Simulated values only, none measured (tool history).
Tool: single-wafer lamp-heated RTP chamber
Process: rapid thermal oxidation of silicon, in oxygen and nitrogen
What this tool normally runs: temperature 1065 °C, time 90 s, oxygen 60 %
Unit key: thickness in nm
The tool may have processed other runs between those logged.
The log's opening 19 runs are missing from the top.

run,hour,temperature,time,oxygen,wafers since the last listed run,wafers since the last pyrometer calibration,hours since the oxygen flow controller was replaced,hours since the gauge calibration,"read-back reference wafer on the same gauge, thickness",thickness
20,648.1,1065,90,42,344,1854,3325.1,309,11.794,9.158
21,673.8,1045,112,60,254,2108,3350.8,334.7,11.798,10.009
22,695.9,1044,121,86,218,2327,3372.9,356.8,11.789,11.788
23,711.6,1065,90,60,155,2482,3388.6,372.5,11.807,10.431
# hour 727.2: oxygen flow controller replaced
24,729.5,1051,90,60,97,2580,2.3,390.4,11.785,9.447
25,748.7,1065,90,60,189,2770,21.5,409.6,11.799,10.462
26,761.3,1041,90,60,124,2894,34.1,422.2,11.792,8.802
27,777.2,1065,90,60,157,3051,50,438.1,11.791,10.422
28,795.6,1077,47,60,181,3233,68.4,456.5,11.787,8.491
29,815.7,1090,75,78,198,3432,88.5,476.6,11.796,12.45
30,835.1,1065,90,60,191,3624,107.9,496,11.807,10.434
31,864.8,1065,90,60,293,3917,137.6,525.7,11.792,10.515
32,877.8,1082,77,43,128,4046,150.6,538.7,11.799,9.706
33,899.2,1085,90,60,211,4257,172,560.1,11.816,11.878
34,929.5,1065,102,46,299,4557,202.3,590.4,11.798,10.143
35,956.2,1042,90,37,263,4821,229,617.1,11.794,7.567
36,970,1055,90,60,136,4957,242.8,630.9,11.803,9.833
37,984.6,1078,90,81,144,5101,257.4,645.5,11.796,12.822

5 ways to go on from here, each from the tool as it stands after run 37. What would each give?
A,985.1,1065,90,60,4,5106,257.9,646,?,?
B,985.1,1036,104,71,4,5106,257.9,646,?,?
C,985.1,1040,68,60,4,5106,257.9,646,?,?
D,985.1,1049,130,40,4,5106,257.9,646,?,?
E,985.1,1065,48,60,4,5106,257.9,646,?,?

run,"read-back reference wafer on the same gauge, thickness",thickness
A,11.804,10.584
B,11.804,9.851
C,11.804,7.877
D,11.804,9.708
E,11.804,7.998
The same runs, with their run-to-run variation unchanged, on a tool lacking any hidden condition would have given:
run,thickness
A,10.358
B,9.63
C,7.703
D,9.497
E,7.828
